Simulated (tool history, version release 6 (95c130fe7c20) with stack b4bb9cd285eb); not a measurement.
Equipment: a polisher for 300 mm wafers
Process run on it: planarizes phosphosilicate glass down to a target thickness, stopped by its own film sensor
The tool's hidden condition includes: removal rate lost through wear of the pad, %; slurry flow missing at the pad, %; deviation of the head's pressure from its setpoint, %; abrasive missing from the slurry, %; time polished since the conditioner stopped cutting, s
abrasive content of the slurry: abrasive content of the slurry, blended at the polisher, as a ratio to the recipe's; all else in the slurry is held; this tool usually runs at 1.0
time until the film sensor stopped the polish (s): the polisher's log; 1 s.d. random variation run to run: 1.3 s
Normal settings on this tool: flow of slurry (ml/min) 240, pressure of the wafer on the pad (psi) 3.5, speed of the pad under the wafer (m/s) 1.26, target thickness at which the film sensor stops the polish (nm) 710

run,hour,flow of slurry (ml/min),pressure of the wafer on the pad (psi),speed of the pad under the wafer (m/s),abrasive content of the slurry,target thickness at which the film sensor stops the polish (nm),wafers since the last listed run,wafers polished on this pad,hours since the slurry nozzle was cleaned,hours since the head pressure was calibrated,hours since the slurry blender was calibrated,hours since the conditioning disc was replaced,"incoming thickness of the incoming film, nm",time until the film sensor stopped the polish (s)
1,0.0,240,4.3,1.26,1.0,710,0,1146,584.9,753.2,141.3,124.9,1538.8,68.5
# hour 10.3: head pressure recalibrated
2,26.4,240,4.3,1.26,1.0,710,181,1327,611.3,16.1,167.7,151.3,1553.4,69.7
3,67.3,240,3.5,1.26,1.0,710,303,1631,652.2,57.0,208.6,192.2,1549.3,86.6
# hour 147.8: slurry nozzle cleaned
# hour 165.5: worn pad replaced by a new one
4,184.8,240,3.5,1.26,1.0,710,835,143,37.0,174.5,326.1,309.7,1554.5,81.6
# hour 220.1: slurry blender recalibrated
5,224.7,240,3.5,1.26,1.0,710,281,424,76.9,214.4,4.6,349.6,1554.3,82.8
# hour 269.4: conditioning disc replaced and pad reconditioned
6,381.0,240,4.2,1.26,1.0,510,1146,1570,233.2,370.7,160.9,111.6,1553.1,88.5
7,421.6,240,4.2,1.26,1.0,510,301,1872,273.8,411.3,201.5,152.2,1558.9,93.7
8,455.6,240,3.5,0.98,1.0,710,252,2125,307.8,445.3,235.5,186.2,1566.8,108.5
9,502.2,240,3.5,1.26,1.0,710,346,2471,354.4,491.9,282.1,232.8,1556.0,94.1
# hour 542.0: worn pad replaced by a new one
10,570.8,240,3.5,1.12,1.0,904,479,214,423.0,560.5,350.7,301.4,1549.0,70.1
# hour 580.4: slurry blender recalibrated
11,625.6,240,3.5,0.88,1.0,710,392,606,477.8,615.3,45.2,356.2,1540.4,103.7
# hour 639.5: conditioning disc replaced and pad reconditioned
12,667.1,240,3.1,1.26,1.0,710,293,899,519.3,656.8,86.7,27.6,1559.6,93.2
13,705.6,280,3.5,1.26,1.0,536,285,1185,557.8,695.3,125.2,66.1,1548.9,100.2
14,746.8,210,2.8,1.26,1.0,710,306,1491,599.0,736.5,166.4,107.3,1540.6,106.6
# hour 805.3: slurry nozzle cleaned
15,817.0,305,3.5,1.26,1.0,710,514,2005,11.7,806.7,236.6,177.5,1535.5,86.2
16,851.7,240,3.5,1.26,1.0,710,257,2263,46.4,841.4,271.3,212.2,1550.0,93.3
# hour 877.6: slurry blender recalibrated
17,885.8,240,2.3,1.26,0.9,710,238,2501,80.5,875.5,8.2,246.3,1537.6,151.5
# hour 909.5: worn pad replaced by a new one
# hour 912.6: head pressure recalibrated
18,926.5,240,3.5,1.26,1.0,710,257,111,121.2,13.9,48.9,287.0,1543.0,81.9
19,979.8,240,3.8,1.26,1.2,710,395,507,174.5,67.2,102.2,340.3,1539.4,68.5
# hour 1036.0: conditioning disc replaced and pad reconditioned
20,1047.4,195,2.4,1.26,1.2,814,487,994,242.1,134.8,169.8,11.4,1549.9,102.0
21,1079.4,240,3.5,1.26,1.0,710,237,1232,274.1,166.8,201.8,43.4,1531.7,82.9
22,1138.4,240,3.5,1.26,1.0,710,438,1670,333.1,225.8,260.8,102.4,1534.0,86.4
23,1169.7,275,2.9,1.26,1.0,559,232,1903,364.4,257.1,292.1,133.7,1554.1,127.5
# hour 1252.2: slurry blender recalibrated
24,1277.3,240,3.5,1.44,1.0,542,784,2687,472.0,364.7,25.1,241.3,1558.1,107.8

The logged runs with the hidden state left out (each run's random variation unchanged):
run,time until the film sensor stopped the polish (s)
1,66.0
2,66.5
3,80.9
4,81.1
5,82.0
6,83.2
7,86.0
8,97.2
9,81.1
10,69.3
11,101.8
12,90.6
13,96.1
14,100.3
15,77.7
16,82.0
17,129.1
18,81.5
19,67.8
20,99.3
21,79.7
22,80.7
23,116.8
24,90.2
